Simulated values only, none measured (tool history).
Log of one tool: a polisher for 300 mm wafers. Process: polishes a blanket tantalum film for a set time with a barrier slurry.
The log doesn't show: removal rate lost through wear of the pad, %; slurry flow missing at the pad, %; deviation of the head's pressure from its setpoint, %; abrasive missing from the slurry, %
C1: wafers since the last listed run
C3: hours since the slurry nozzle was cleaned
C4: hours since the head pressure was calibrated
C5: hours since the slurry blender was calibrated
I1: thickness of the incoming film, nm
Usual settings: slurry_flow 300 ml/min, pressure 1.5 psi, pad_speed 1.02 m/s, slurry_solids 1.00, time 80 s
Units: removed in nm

{"run": 1, "hour": 0.0, "slurry_flow": 300, "pressure": 1.5, "pad_speed": 1.02, "slurry_solids": 1.0, "time": 94, "C1": 0, "wafers polished on this pad": 195, "C3": 141.3, "C4": 966.2, "C5": 200.5, "I1": 390.1, "removed": 119.2}
{"hour": 55.3, "done": "worn pad replaced by a new one"}
{"run": 2, "hour": 81.1, "slurry_flow": 300, "pressure": 1.5, "pad_speed": 1.02, "slurry_solids": 1.0, "time": 94, "C1": 579, "wafers polished on this pad": 194, "C3": 222.4, "C4": 1047.3, "C5": 281.6, "I1": 394.9, "removed": 116.6}
{"run": 3, "hour": 105.1, "slurry_flow": 300, "pressure": 1.5, "pad_speed": 1.02, "slurry_solids": 1.0, "time": 94, "C1": 180, "wafers polished on this pad": 374, "C3": 246.4, "C4": 1071.3, "C5": 305.6, "I1": 394.8, "removed": 118.2}
{"hour": 123.7, "done": "worn pad replaced by a new one"}
{"run": 4, "hour": 129.9, "slurry_flow": 235, "pressure": 1.5, "pad_speed": 1.02, "slurry_solids": 1.0, "time": 80, "C1": 156, "wafers polished on this pad": 46, "C3": 271.2, "C4": 1096.1, "C5": 330.4, "I1": 385.6, "removed": 98.0}
{"hour": 133.7, "done": "slurry blender recalibrated"}
{"hour": 139.8, "done": "head pressure recalibrated"}
{"run": 5, "hour": 164.2, "slurry_flow": 235, "pressure": 1.5, "pad_speed": 1.02, "slurry_solids": 1.0, "time": 80, "C1": 227, "wafers polished on this pad": 274, "C3": 305.5, "C4": 24.4, "C5": 30.5, "I1": 397.8, "removed": 98.0}
{"run": 6, "hour": 180.8, "slurry_flow": 235, "pressure": 1.5, "pad_speed": 1.02, "slurry_solids": 1.0, "time": 80, "C1": 124, "wafers polished on this pad": 399, "C3": 322.1, "C4": 41.0, "C5": 47.1, "I1": 393.4, "removed": 98.2}
{"run": 7, "hour": 195.1, "slurry_flow": 300, "pressure": 1.5, "pad_speed": 1.02, "slurry_solids": 1.0, "time": 71, "C1": 107, "wafers polished on this pad": 506, "C3": 336.4, "C4": 55.3, "C5": 61.4, "I1": 387.7, "removed": 86.9}
{"hour": 196.6, "done": "slurry nozzle cleaned"}
{"hour": 199.7, "done": "worn pad replaced by a new one"}
{"run": 8, "hour": 207.5, "slurry_flow": 300, "pressure": 1.5, "pad_speed": 1.02, "slurry_solids": 1.0, "time": 71, "C1": 62, "wafers polished on this pad": 58, "C3": 10.9, "C4": 67.7, "C5": 73.8, "I1": 384.9, "removed": 91.1}
{"run": 9, "hour": 229.8, "slurry_flow": 300, "pressure": 1.0, "pad_speed": 1.2, "slurry_solids": 0.75, "time": 80, "C1": 167, "wafers polished on this pad": 226, "C3": 33.2, "C4": 90.0, "C5": 96.1, "I1": 394.2, "removed": 69.0}
{"run": 10, "hour": 265.1, "slurry_flow": 350, "pressure": 1.5, "pad_speed": 1.02, "slurry_solids": 1.0, "time": 80, "C1": 265, "wafers polished on this pad": 491, "C3": 68.5, "C4": 125.3, "C5": 131.4, "I1": 387.2, "removed": 102.9}
{"hour": 280.4, "done": "worn pad replaced by a new one"}
{"run": 11, "hour": 288.7, "slurry_flow": 300, "pressure": 1.5, "pad_speed": 0.66, "slurry_solids": 1.0, "time": 80, "C1": 147, "wafers polished on this pad": 62, "C3": 92.1, "C4": 148.9, "C5": 155.0, "I1": 389.2, "removed": 67.0}
{"run": 12, "hour": 320.4, "slurry_flow": 300, "pressure": 1.5, "pad_speed": 1.18, "slurry_solids": 1.0, "time": 80, "C1": 238, "wafers polished on this pad": 300, "C3": 123.8, "C4": 180.6, "C5": 186.7, "I1": 382.6, "removed": 119.4}
{"run": 13, "hour": 335.2, "slurry_flow": 300, "pressure": 1.5, "pad_speed": 1.02, "slurry_solids": 1.0, "time": 80, "C1": 111, "wafers polished on this pad": 411, "C3": 138.6, "C4": 195.4, "C5": 201.5, "I1": 389.3, "removed": 100.6}
{"run": 14, "hour": 358.1, "slurry_flow": 395, "pressure": 1.5, "pad_speed": 1.02, "slurry_solids": 1.0, "time": 94, "C1": 172, "wafers polished on this pad": 584, "C3": 161.5, "C4": 218.3, "C5": 224.4, "I1": 390.7, "removed": 120.3}
{"hour": 368.2, "done": "worn pad replaced by a new one"}
{"run": 15, "hour": 377.4, "slurry_flow": 300, "pressure": 1.5, "pad_speed": 1.02, "slurry_solids": 1.0, "time": 80, "C1": 115, "wafers polished on this pad": 69, "C3": 180.8, "C4": 237.6, "C5": 243.7, "I1": 390.8, "removed": 101.6}
{"run": 16, "hour": 396.2, "slurry_flow": 300, "pressure": 1.2, "pad_speed": 1.28, "slurry_solids": 0.75, "time": 80, "C1": 141, "wafers polished on this pad": 210, "C3": 199.6, "C4": 256.4, "C5": 262.5, "I1": 395.3, "removed": 85.1}

Hidden state at the last listed run before each entry between runs and at the first one after, where it differs:
Between runs 1 and 2: worn pad replaced by a new one (hour 55.3)
  slurry flow missing at the pad, %: 19.4 -> 28.3
  measured less the result without the state, removed: -2.0 -> -3.2 nm
Between runs 3 and 4: worn pad replaced by a new one (hour 123.7)
  slurry flow missing at the pad, %: 31 -> 33.8
  measured less the result without the state, removed: -3.7 -> -4.2 nm
Between runs 4 and 5: slurry blender recalibrated (hour 133.7); head pressure recalibrated (hour 139.8)
  slurry flow missing at the pad, %: 33.8 -> 37.6
  measured less the result without the state, removed: -4.2 -> -4.9 nm
Between runs 7 and 8: slurry nozzle cleaned (hour 196.6); worn pad replaced by a new one (hour 199.7)
  slurry flow missing at the pad, %: 41 -> 3.85
  measured less the result without the state, removed: -4.0 -> -0.3 nm
Between runs 10 and 11: worn pad replaced by a new one (hour 280.4)
  slurry flow missing at the pad, %: 10.2 -> 12.9
  measured less the result without the state, removed: -0.7 -> -0.7 nm
Between runs 14 and 15: worn pad replaced by a new one (hour 368.2)
  slurry flow missing at the pad, %: 20.6 -> 22.7
  measured less the result without the state, removed: -1.7 -> -2.1 nm

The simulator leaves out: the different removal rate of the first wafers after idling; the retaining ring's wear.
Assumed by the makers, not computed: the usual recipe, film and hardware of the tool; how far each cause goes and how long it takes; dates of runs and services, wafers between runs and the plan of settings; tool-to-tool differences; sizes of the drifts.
